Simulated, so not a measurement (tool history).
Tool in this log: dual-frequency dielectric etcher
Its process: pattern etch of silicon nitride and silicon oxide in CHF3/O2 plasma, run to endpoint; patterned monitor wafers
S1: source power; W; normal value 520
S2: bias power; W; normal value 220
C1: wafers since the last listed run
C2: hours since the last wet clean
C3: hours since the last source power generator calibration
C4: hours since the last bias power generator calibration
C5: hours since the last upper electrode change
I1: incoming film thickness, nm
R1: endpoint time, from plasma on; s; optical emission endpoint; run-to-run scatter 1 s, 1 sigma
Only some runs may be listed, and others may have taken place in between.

run	hour	S1	S2	C1	C2	C3	C4	C5	I1	R1
1	0.0	420	209	0	311.8	1987.9	1843.7	1922.7	250.8	174.0
2	26.3	520	220	132	338.1	2014.2	1870.0	1949.0	250.8	161.6
3	52.5	520	220	131	364.3	2040.4	1896.2	1975.2	250.1	160.1
4	86.7	520	220	171	398.5	2074.6	1930.4	2009.4	249.7	161.8
5	108.3	520	220	108	420.1	2096.2	1952.0	2031.0	248.1	160.6
6	142.3	520	220	170	454.1	2130.2	1986.0	2065.0	251.3	163.5
7	154.8	520	220	62	466.6	2142.7	1998.5	2077.5	251.5	163.6
8	173.3	520	220	92	485.1	2161.2	2017.0	2096.0	250.7	162.5
9	203.5	520	220	151	515.3	2191.4	2047.2	2126.2	248.6	160.5
10	237.1	520	220	168	548.9	2225.0	2080.8	2159.8	248.5	162.4
11	254.7	520	220	88	566.5	2242.6	2098.4	2177.4	248.9	162.9
12	268.5	520	220	69	580.3	2256.4	2112.2	2191.2	253.1	166.7
# hour 284.8: bias power generator calibrated
13	289.2	440	257	83	601.0	2277.1	4.4	2211.9	247.9	163.4
14	301.6	520	193	62	613.4	2289.5	16.8	2224.3	247.9	168.9
# hour 352.0: wet clean of the chamber
15	352.5	610	272	135	0.5	2340.4	67.7	2275.2	248.6	138.7
16	365.3	450	195	64	13.3	2353.2	80.5	2288.0	252.1	168.1
17	400.8	440	189	178	48.8	2388.7	116.0	2323.5	251.4	169.2
18	432.3	590	220	158	80.3	2420.2	147.5	2355.0	249.2	149.6
# hour 447.2: source power generator calibrated
# hour 456.7: upper electrode replaced
19	539.2	450	248	469	187.2	92.0	254.4	82.5	251.9	160.4
20	555.4	450	199	81	203.4	108.2	270.6	98.7	248.3	166.5
21	580.0	480	190	123	228.0	132.8	295.2	123.3	250.4	164.6
22	605.0	610	166	125	253.0	157.8	320.2	148.3	249.2	158.0
23	631.8	570	244	134	279.8	184.6	347.0	175.1	251.3	150.4
24	654.7	520	220	114	302.7	207.5	369.9	198.0	251.3	158.2
25	668.1	520	220	67	316.1	220.9	383.3	211.4	250.3	157.7

4 options for the next run, each taken on its own from the tool as it stands now. Forecast them:
A	668.6	520	200	2	316.6	221.4	383.8	211.9	248.0	?
B	668.6	590	206	2	316.6	221.4	383.8	211.9	248.0	?
C	668.6	520	189	2	316.6	221.4	383.8	211.9	248.0	?
D	668.6	520	183	2	316.6	221.4	383.8	211.9	248.0	?

run	R1
A	159.5
B	152.2
C	161.3
D	162.4
Stripped of hidden state, with their random variation kept, the same runs would have yielded:
run	R1
A	157.0
B	149.9
C	158.9
D	159.9
